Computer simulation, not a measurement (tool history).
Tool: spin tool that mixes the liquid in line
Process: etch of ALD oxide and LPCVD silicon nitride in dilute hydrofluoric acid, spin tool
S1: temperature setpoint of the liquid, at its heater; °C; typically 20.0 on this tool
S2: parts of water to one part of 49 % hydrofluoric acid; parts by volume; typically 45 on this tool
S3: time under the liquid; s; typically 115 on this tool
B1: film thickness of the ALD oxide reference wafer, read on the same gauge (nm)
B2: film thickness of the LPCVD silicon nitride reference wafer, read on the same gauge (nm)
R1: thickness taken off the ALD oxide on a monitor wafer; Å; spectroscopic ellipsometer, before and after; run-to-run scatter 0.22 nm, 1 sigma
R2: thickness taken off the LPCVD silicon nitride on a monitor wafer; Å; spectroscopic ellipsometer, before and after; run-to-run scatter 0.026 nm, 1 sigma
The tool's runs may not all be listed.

run	hour	S1	S2	S3	B1	B2	R1	R2
1	0.0	20.0	45	115	108.43	59.144	311.1	9.30
2	68.6	20.0	45	115	107.92	58.876	309.2	8.85
3	133.9	20.0	45	115	107.59	58.692	310.2	9.30
4	223.6	20.0	45	115	107.28	58.553	309.9	9.19
5	267.7	20.0	45	115	107.17	58.433	308.4	9.75
# hour 329.0: hydrofluoric acid flow meter replaced
6	333.0	20.0	50	115	106.99	58.397	273.7	8.40
7	403.2	20.0	55	115	106.93	58.309	250.8	7.33
# hour 425.2: thermometer replaced
# hour 466.7: gauge calibrated
8	509.5	17.0	55	115	109.38	59.650	225.2	6.21
9	549.0	20.0	45	115	108.94	59.416	314.4	9.59
10	598.3	20.0	50	155	108.55	59.211	376.3	10.83
11	668.7	20.0	40	115	108.11	58.958	354.1	10.43
12	714.6	23.0	45	115	107.91	58.837	352.9	11.33
13	792.8	22.0	55	115	107.57	58.681	272.6	8.49
14	893.7	20.0	40	85	107.33	58.515	262.7	7.78
15	1001.1	20.0	45	115	107.18	58.450	306.3	9.62

What if the next run were any one of these 5? Each begins from the tool's condition after run 15:
A	1001.5	20.0	45	115	?	?	?	?
B	1001.5	23.5	60	115	?	?	?	?
C	1001.5	20.0	50	150	?	?	?	?
D	1001.5	20.0	45	165	?	?	?	?
E	1001.5	20.0	60	115	?	?	?	?

run	B1	B2	R1	R2
A	107.22	58.451	309.8	9.12
B	107.22	58.451	264.0	8.75
C	107.22	58.451	361.5	10.74
D	107.22	58.451	444.5	13.09
E	107.22	58.451	228.2	6.89
What these runs would have given with no unlogged condition in the tool:
run	R1	R2
A	318.0	9.36
B	270.9	8.98
C	371.0	11.02
D	456.2	13.43
E	234.2	7.07

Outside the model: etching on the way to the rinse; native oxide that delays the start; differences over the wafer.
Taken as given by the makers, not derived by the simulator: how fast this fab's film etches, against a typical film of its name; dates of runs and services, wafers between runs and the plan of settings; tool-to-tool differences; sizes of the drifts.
